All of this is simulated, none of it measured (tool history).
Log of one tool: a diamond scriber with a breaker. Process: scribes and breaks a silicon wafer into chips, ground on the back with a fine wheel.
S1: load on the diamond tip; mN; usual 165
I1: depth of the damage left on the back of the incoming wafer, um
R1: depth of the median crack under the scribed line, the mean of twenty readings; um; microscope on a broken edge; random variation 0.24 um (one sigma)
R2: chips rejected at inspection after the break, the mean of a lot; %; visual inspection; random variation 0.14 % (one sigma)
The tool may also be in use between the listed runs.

| run | hour | S1 | I1 | R1 | R2 |
|---|---|---|---|---|---|
| 1 | 0 | 165 | 1.73 | 12.33 | 2.08 |
| 2 | 15.3 | 165 | 2.66 | 12.41 | 3.12 |
| 3 | 35.9 | 165 | 2.4 | 11.78 | 3.04 |
| 4 | 66.2 | 165 | 2.2 | 12.23 | 3.46 |
| 5 | 92.9 | 165 | 2.56 | 12.35 | 3.83 |
| 6 | 113.3 | 165 | 2.75 | 11.71 | 5.28 |
| 7 | 147.9 | 165 | 2.76 | 11.55 | 5.52 |
|  | 240.2 | load on the tip recalibrated |
| 8 | 251.9 | 165 | 2.64 | 10.25 | 12.09 |
| 9 | 271.7 | 125 | 1.79 | 8.66 | 27.64 |
|  | 289.5 | diamond tip replaced by a new one |
| 10 | 297.9 | 200 | 1.9 | 14.2 | 3.04 |
| 11 | 317.3 | 120 | 2.38 | 10.98 | 6.72 |
| 12 | 350.8 | 178 | 2.7 | 13.49 | 2.57 |
| 13 | 369.5 | 214 | 1.75 | 15.15 | 4.24 |
| 14 | 393.1 | 139 | 2.19 | 11.67 | 4.44 |
| 15 | 411.5 | 150 | 2.87 | 12.55 | 3.7 |

4 ways to go on from here, each from the tool as it stands after run 15. What would each give?
| A | 412.2 | 165 | 1.67 | ? | ? |
| B | 412.2 | 133 | 1.67 | ? | ? |
| C | 412.2 | 119 | 1.67 | ? | ? |
| D | 412.2 | 189 | 1.67 | ? | ? |

| run | R1 | R2 |
|---|---|---|
| A | 13.36 | 1.53 |
| B | 11.95 | 4.25 |
| C | 11.3 | 6.89 |
| D | 14.38 | 1.74 |
Without the tool's hidden state the same runs would have given:
| run | R1 | R2 |
|---|---|---|
| A | 13.7 | 1.42 |
| B | 12.25 | 3.33 |
| C | 11.59 | 5.6 |
| D | 14.74 | 2.18 |
